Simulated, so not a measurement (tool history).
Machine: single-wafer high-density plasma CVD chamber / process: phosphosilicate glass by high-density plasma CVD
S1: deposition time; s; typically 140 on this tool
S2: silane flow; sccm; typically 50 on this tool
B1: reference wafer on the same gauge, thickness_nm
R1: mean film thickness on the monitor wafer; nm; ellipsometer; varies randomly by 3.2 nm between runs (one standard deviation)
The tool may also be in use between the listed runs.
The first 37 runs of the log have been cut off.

| run | hour | S1 | S2 | B1 | R1 |
|---|---|---|---|---|---|
| 38 | 2127.9 | 162 | 50 | 580.189 | 761.836 |
| 39 | 2173.2 | 125 | 54 | 580.426 | 632.169 |
| 40 | 2209.5 | 148 | 43 | 581.53 | 591.619 |
| 41 | 2267.6 | 115 | 56 | 581.662 | 604.852 |
| 42 | 2323.3 | 140 | 50 | 581.38 | 654.573 |
| 43 | 2367.3 | 140 | 53 | 581.969 | 691.71 |
| 44 | 2583 | 140 | 58 | 580.454 | 757.76 |
| 45 | 2629.2 | 163 | 56 | 581.552 | 847.261 |

Alternative continuations, all from the tool just after run 45; predict every row:
| A | 2629.6 | 140 | 50 | ? | ? |
| B | 2629.6 | 164 | 46 | ? | ? |
| C | 2629.6 | 114 | 50 | ? | ? |
| D | 2629.6 | 127 | 53 | ? | ? |

| run | B1 | R1 |
|---|---|---|
| A | 580.824 | 659.424 |
| B | 580.824 | 710.671 |
| C | 580.824 | 536.96 |
| D | 580.824 | 634.083 |
With the hidden condition removed and each run's random variation left untouched, the same runs would have given:
| run | R1 |
|---|---|
| A | 660.027 |
| B | 711.321 |
| C | 537.451 |
| D | 634.663 |
